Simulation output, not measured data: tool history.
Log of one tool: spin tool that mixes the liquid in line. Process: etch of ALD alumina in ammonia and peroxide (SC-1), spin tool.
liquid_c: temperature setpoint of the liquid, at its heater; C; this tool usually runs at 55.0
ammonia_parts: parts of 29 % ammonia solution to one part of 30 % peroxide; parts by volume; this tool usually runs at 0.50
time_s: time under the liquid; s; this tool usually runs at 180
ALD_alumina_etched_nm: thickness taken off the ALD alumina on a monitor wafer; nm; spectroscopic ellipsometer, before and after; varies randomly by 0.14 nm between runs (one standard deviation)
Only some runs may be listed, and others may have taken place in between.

run	hour	liquid_c	ammonia_parts	time_s	wafers since the last listed run	hours since the thermometer was replaced	hours since the ammonia flow meter was replaced	hours since the heated supply line was repaired	hours since the drum of ammonia solution was connected	hours since the gauge calibration	read-back film thickness of the ALD alumina reference wafer, read on the same gauge (nm)	ALD_alumina_etched_nm
1	0.0	55.0	0.35	215	0	2000.4	419.1	3766.2	174.4	877.1	40.00	21.16
2	22.0	55.0	0.35	215	141	2022.4	441.1	3788.2	196.4	899.1	40.01	21.21
3	39.9	59.5	0.50	180	115	2040.3	459.0	3806.1	214.3	917.0	40.01	22.88
4	52.5	59.5	0.50	180	80	2052.9	471.6	3818.7	226.9	929.6	39.96	23.09
# hour 62.8: ammonia flow meter replaced
5	67.1	59.5	0.50	180	87	2067.5	4.3	3833.3	241.5	944.2	39.94	22.99
6	95.0	47.0	0.50	180	179	2095.4	32.2	3861.2	269.4	972.1	40.02	11.77
7	125.9	55.0	0.50	180	198	2126.3	63.1	3892.1	300.3	1003.0	39.96	18.38
# hour 128.1: thermometer replaced
# hour 134.8: new drum of ammonia solution connected
# hour 141.3: heated supply line repaired
8	231.2	55.0	0.50	180	657	103.1	168.4	89.9	96.4	1108.3	39.98	16.34
9	262.3	55.0	0.50	180	199	134.2	199.5	121.0	127.5	1139.4	40.03	16.43
# hour 272.8: gauge calibrated
10	279.6	55.0	0.50	180	111	151.5	216.8	138.3	144.8	6.8	39.98	16.35
11	310.3	49.0	0.50	180	197	182.2	247.5	169.0	175.5	37.5	39.97	11.77
12	343.0	46.0	0.70	260	210	214.9	280.2	201.7	208.2	70.2	39.99	14.97
13	372.6	48.0	0.70	230	190	244.5	309.8	231.3	237.8	99.8	40.00	14.76
14	400.5	58.5	0.40	70	179	272.4	337.7	259.2	265.7	127.7	39.95	7.40
15	417.6	55.0	0.50	110	109	289.5	354.8	276.3	282.8	144.8	40.00	10.00
# hour 434.6: new drum of ammonia solution connected
16	436.8	62.5	0.50	280	116	308.7	374.0	295.5	2.2	164.0	39.97	37.83
17	472.0	55.0	0.50	115	226	343.9	409.2	330.7	37.4	199.2	40.01	10.30
# hour 508.4: ammonia flow meter replaced
18	531.1	46.0	0.45	95	373	403.0	22.7	389.8	96.5	258.3	40.03	5.24
19	550.5	55.0	0.50	290	124	422.4	42.1	409.2	115.9	277.7	40.01	27.00
20	566.4	55.0	0.50	180	102	438.3	58.0	425.1	131.8	293.6	39.99	16.32
21	587.2	55.0	0.50	180	133	459.1	78.8	445.9	152.6	314.4	39.99	16.55
22	614.8	45.0	0.70	180	177	486.7	106.4	473.5	180.2	342.0	39.96	9.91
23	638.7	55.0	0.25	85	153	510.6	130.3	497.4	204.1	365.9	39.95	7.34
24	663.2	60.5	0.60	245	157	535.1	154.8	521.9	228.6	390.4	40.04	30.64
25	685.0	58.0	0.50	180	140	556.9	176.6	543.7	250.4	412.2	39.97	19.33

The tool's hidden state at each run:
ammonia flow below the setpoint (%): 0, the same for each run
temperature lost on the way to the wafer (K): 0, the same for each run
ammonia solution weaker than its label (%): 0, the same for each run
gauge reads high (%): 0, the same for each run
H1: liquid hotter than its thermometer reads (K)
run	H1
1	2.74
2	2.77
3	2.79
4	2.81
5	2.83
6	2.86
7	2.9
8	0.506
9	0.546
10	0.568
11	0.607
12	0.648
13	0.686
14	0.721
15	0.743
16	0.767
17	0.812
18	0.887
19	0.911
20	0.931
21	0.958
22	0.993
23	1.02
24	1.05
25	1.08
